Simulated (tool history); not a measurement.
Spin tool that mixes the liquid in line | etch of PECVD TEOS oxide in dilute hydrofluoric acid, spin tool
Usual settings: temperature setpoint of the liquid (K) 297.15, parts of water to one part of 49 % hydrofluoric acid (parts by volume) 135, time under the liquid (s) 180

run	hour	temperature setpoint of the liquid (K)	parts of water to one part of 49 % hydrofluoric acid (parts by volume)	time under the liquid (s)	wafers since the last listed run	hours since the thermometer was replaced	hours since the hydrofluoric acid flow meter was replaced	hours since the gauge calibration	read-back film thickness of the PECVD TEOS oxide reference wafer, read on the same gauge (nm)	thickness taken off the PECVD TEOS oxide on a monitor wafer (nm)
1	0	297.15	135	180	0	255.1	126	1398	79.99	15.71
2	37.7	297.15	135	180	298	292.8	163.7	1435.7	79.98	15.75
# hour 58.8: gauge calibrated
3	63.2	297.15	135	180	201	318.3	189.2	4.4	80.01	15.75
4	93.1	297.15	135	180	236	348.2	219.1	34.3	80.02	15.78
5	138.1	297.15	135	180	355	393.2	264.1	79.3	80.01	15.72
6	202.6	297.15	135	180	510	457.7	328.6	143.8	80.02	15.73
# hour 240.8: thermometer replaced
7	255	297.15	135	180	406	14.2	381	196.2	79.95	15.84
8	311.3	297.15	135	180	445	70.5	437.3	252.5	79.99	15.76
9	343.6	295.15	135	180	255	102.8	469.6	284.8	80.02	14.53
10	383.3	295.15	135	180	314	142.5	509.3	324.5	80	14.38
11	440.8	295.65	135	180	454	200	566.8	382	79.96	14.81
12	494.4	295.65	170	215	423	253.6	620.4	435.6	80.01	13.45
13	520.9	301.15	135	180	209	280.1	646.9	462.1	79.99	18.35
14	584.9	297.15	135	180	506	344.1	710.9	526.1	80	15.74
15	647.3	297.15	185	180	493	406.5	773.3	588.5	79.96	10.88
16	688	297.15	135	180	321	447.2	814	629.2	79.99	15.8
# hour 690.6: hydrofluoric acid flow meter replaced
17	712.8	297.15	200	180	188	472	22.2	654	80.03	9.89
18	778.1	297.15	135	180	516	537.3	87.5	719.3	79.99	15.85
# hour 812.4: thermometer replaced
19	837.7	292.15	135	180	463	25.3	147.1	778.9	80.02	12.88
20	883.5	297.15	135	110	362	71.1	192.9	824.7	79.97	9.57
21	924.2	295.15	100	95	321	111.8	233.6	865.4	79.99	10.77
22	985.5	299.15	115	90	484	173.1	294.9	926.7	79.98	10.24
23	1009.9	301.15	135	290	193	197.5	319.3	951.1	79.99	29.39
24	1080.4	297.15	200	180	557	268	389.8	1021.6	79.98	9.89
25	1123	297.15	100	180	336	310.6	432.4	1064.2	79.96	22.09
26	1188.7	297.15	135	85	519	376.3	498.1	1129.9	80	7.37
27	1214.6	297.15	135	180	204	402.2	524	1155.8	79.97	15.62
28	1272.8	297.15	135	180	460	460.4	582.2	1214	80.02	15.85
29	1308.2	292.65	135	245	280	495.8	617.6	1249.4	79.98	17.93
# hour 1332.1: thermometer replaced
30	1332.4	297.15	135	180	183	0.3	641.8	1273.6	79.99	15.63
31	1384.6	299.65	95	180	412	52.5	694	1325.8	80.04	25.75
32	1450	293.15	195	145	517	117.9	759.4	1391.2	80.03	7.03
33	1502.9	297.15	175	180	418	170.8	812.3	1444.1	80	11.61

Forecast each of these 4 alternatives for the next run:
A	1503.4	297.15	135	180	3	171.3	812.8	1444.6	?	?
B	1503.4	292.65	110	90	3	171.3	812.8	1444.6	?	?
C	1503.4	300.15	135	70	3	171.3	812.8	1444.6	?	?
D	1503.4	297.15	105	220	3	171.3	812.8	1444.6	?	?

run	read-back film thickness of the PECVD TEOS oxide reference wafer, read on the same gauge (nm)	thickness taken off the PECVD TEOS oxide on a monitor wafer (nm)
A	79.99	15.75
B	79.99	8.31
C	79.99	6.87
D	79.99	25.65
Without the tool's hidden state the same runs would have given:
run	thickness taken off the PECVD TEOS oxide on a monitor wafer (nm)
A	15.75
B	8.31
C	6.87
D	25.65

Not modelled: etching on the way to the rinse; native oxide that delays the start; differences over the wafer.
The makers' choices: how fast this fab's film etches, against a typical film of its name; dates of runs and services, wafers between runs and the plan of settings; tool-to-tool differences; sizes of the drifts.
